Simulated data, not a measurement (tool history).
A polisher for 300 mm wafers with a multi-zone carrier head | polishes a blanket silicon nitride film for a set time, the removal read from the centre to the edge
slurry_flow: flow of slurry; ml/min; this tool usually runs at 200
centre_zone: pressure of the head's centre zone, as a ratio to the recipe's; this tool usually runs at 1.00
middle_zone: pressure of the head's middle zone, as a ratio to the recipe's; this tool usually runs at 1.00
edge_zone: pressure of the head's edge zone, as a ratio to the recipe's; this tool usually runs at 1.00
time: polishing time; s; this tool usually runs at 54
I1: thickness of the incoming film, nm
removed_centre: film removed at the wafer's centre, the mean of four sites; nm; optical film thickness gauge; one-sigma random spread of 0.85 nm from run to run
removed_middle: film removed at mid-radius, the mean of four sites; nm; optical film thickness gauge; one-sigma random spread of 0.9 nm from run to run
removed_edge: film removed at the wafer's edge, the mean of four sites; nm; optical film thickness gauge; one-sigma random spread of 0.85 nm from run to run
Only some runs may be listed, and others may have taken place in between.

{"run": 1, "hour": 0.0, "slurry_flow": 200, "centre_zone": 1.0, "middle_zone": 1.0, "edge_zone": 1.0, "time": 54, "I1": 642.8, "removed_centre": 87.4, "removed_middle": 93.7, "removed_edge": 96.0}
{"hour": 16.7, "done": "worn pad replaced by a new one"}
{"run": 2, "hour": 17.2, "slurry_flow": 200, "centre_zone": 1.0, "middle_zone": 1.0, "edge_zone": 1.0, "time": 54, "I1": 638.7, "removed_centre": 94.0, "removed_middle": 101.7, "removed_edge": 104.4}
{"run": 3, "hour": 32.1, "slurry_flow": 200, "centre_zone": 1.0, "middle_zone": 1.0, "edge_zone": 1.0, "time": 54, "I1": 634.3, "removed_centre": 91.5, "removed_middle": 96.2, "removed_edge": 100.3}
{"run": 4, "hour": 39.6, "slurry_flow": 200, "centre_zone": 1.0, "middle_zone": 1.0, "edge_zone": 1.0, "time": 54, "I1": 628.0, "removed_centre": 89.7, "removed_middle": 95.4, "removed_edge": 99.3}
{"run": 5, "hour": 48.1, "slurry_flow": 255, "centre_zone": 1.0, "middle_zone": 1.05, "edge_zone": 1.0, "time": 54, "I1": 622.7, "removed_centre": 91.7, "removed_middle": 102.0, "removed_edge": 102.0}
{"run": 6, "hour": 64.8, "slurry_flow": 200, "centre_zone": 1.0, "middle_zone": 1.0, "edge_zone": 1.0, "time": 39, "I1": 624.0, "removed_centre": 64.2, "removed_middle": 67.7, "removed_edge": 70.3}
{"hour": 75.5, "done": "carrier head's membrane replaced by a new one"}
{"hour": 84.6, "done": "worn pad replaced by a new one"}
{"run": 7, "hour": 85.1, "slurry_flow": 200, "centre_zone": 1.0, "middle_zone": 1.0, "edge_zone": 1.0, "time": 39, "I1": 629.1, "removed_centre": 66.9, "removed_middle": 71.9, "removed_edge": 76.2}
{"run": 8, "hour": 96.9, "slurry_flow": 200, "centre_zone": 1.0, "middle_zone": 1.0, "edge_zone": 1.0, "time": 39, "I1": 625.5, "removed_centre": 65.1, "removed_middle": 70.3, "removed_edge": 74.7}
{"run": 9, "hour": 109.2, "slurry_flow": 150, "centre_zone": 1.0, "middle_zone": 1.0, "edge_zone": 1.0, "time": 54, "I1": 630.5, "removed_centre": 84.4, "removed_middle": 92.4, "removed_edge": 97.7}
{"run": 10, "hour": 116.2, "slurry_flow": 165, "centre_zone": 0.97, "middle_zone": 1.09, "edge_zone": 1.0, "time": 54, "I1": 627.5, "removed_centre": 82.9, "removed_middle": 100.0, "removed_edge": 96.1}
{"hour": 143.7, "done": "edge zone pressure recalibrated"}
{"hour": 144.7, "done": "worn pad replaced by a new one"}
{"hour": 161.4, "done": "centre zone pressure recalibrated"}
{"run": 11, "hour": 161.9, "slurry_flow": 230, "centre_zone": 1.0, "middle_zone": 0.94, "edge_zone": 1.0, "time": 54, "I1": 624.2, "removed_centre": 99.3, "removed_middle": 92.0, "removed_edge": 101.4}
{"hour": 170.3, "done": "slurry nozzle cleaned"}
{"run": 12, "hour": 175.3, "slurry_flow": 200, "centre_zone": 1.0, "middle_zone": 0.96, "edge_zone": 1.0, "time": 61, "I1": 629.5, "removed_centre": 108.2, "removed_middle": 102.7, "removed_edge": 110.7}
{"run": 13, "hour": 186.1, "slurry_flow": 200, "centre_zone": 0.92, "middle_zone": 1.03, "edge_zone": 1.0, "time": 54, "I1": 634.5, "removed_centre": 88.2, "removed_middle": 95.2, "removed_edge": 99.2}
{"run": 14, "hour": 201.9, "slurry_flow": 200, "centre_zone": 1.0, "middle_zone": 1.0, "edge_zone": 1.0, "time": 54, "I1": 622.1, "removed_centre": 94.6, "removed_middle": 92.5, "removed_edge": 95.9}
{"run": 15, "hour": 212.5, "slurry_flow": 200, "centre_zone": 0.9, "middle_zone": 1.08, "edge_zone": 1.0, "time": 54, "I1": 627.8, "removed_centre": 85.3, "removed_middle": 101.7, "removed_edge": 98.1}
{"hour": 222.7, "done": "worn pad replaced by a new one"}
{"run": 16, "hour": 229.2, "slurry_flow": 230, "centre_zone": 0.89, "middle_zone": 0.96, "edge_zone": 1.0, "time": 54, "I1": 635.4, "removed_centre": 90.5, "removed_middle": 95.7, "removed_edge": 101.9}
{"run": 17, "hour": 239.1, "slurry_flow": 200, "centre_zone": 1.0, "middle_zone": 1.0, "edge_zone": 1.0, "time": 54, "I1": 628.3, "removed_centre": 95.6, "removed_middle": 95.5, "removed_edge": 99.5}

Below, each run's measurement less what the same run would have read without the hidden state. Both values contain the same run-to-run variation, but the gauge's scatter may not be the same in both:
The tool's hidden condition here consists of: removal rate lost through wear of the pad, %; slurry flow missing at the pad, %; deviation of the centre zone's pressure from its setpoint, %; deviation of the edge zone's pressure from its setpoint, %.
run=1 removed_centre=-15.2 removed_middle=-7.4 removed_edge=-7.6
run=2 removed_centre=-9.2 removed_middle=-0.6 removed_edge=-0.7
run=3 removed_centre=-12.8 removed_middle=-4.1 removed_edge=-4.2
run=4 removed_centre=-13.8 removed_middle=-5.1 removed_edge=-5.4
run=5 removed_centre=-15.1 removed_middle=-6.4 removed_edge=-6.4
run=6 removed_centre=-11.6 removed_middle=-5.0 removed_edge=-5.2
run=7 removed_centre=-7.2 removed_middle=-0.3 removed_edge=-0.3
run=8 removed_centre=-9.3 removed_middle=-2.3 removed_edge=-2.6
run=9 removed_centre=-14.1 removed_middle=-4.8 removed_edge=-5.2
run=10 removed_centre=-14.7 removed_middle=-6.0 removed_edge=-5.8
run=11 removed_centre=-4.8 removed_middle=-4.1 removed_edge=-4.5
run=12 removed_centre=-7.4 removed_middle=-6.2 removed_edge=-6.7
run=13 removed_centre=-6.9 removed_middle=-6.5 removed_edge=-6.8
run=14 removed_centre=-8.2 removed_middle=-6.9 removed_edge=-7.3
run=15 removed_centre=-7.8 removed_middle=-8.0 removed_edge=-7.7
run=16 removed_centre=-4.3 removed_middle=-3.0 removed_edge=-3.2
run=17 removed_centre=-6.7 removed_middle=-5.0 removed_edge=-5.2
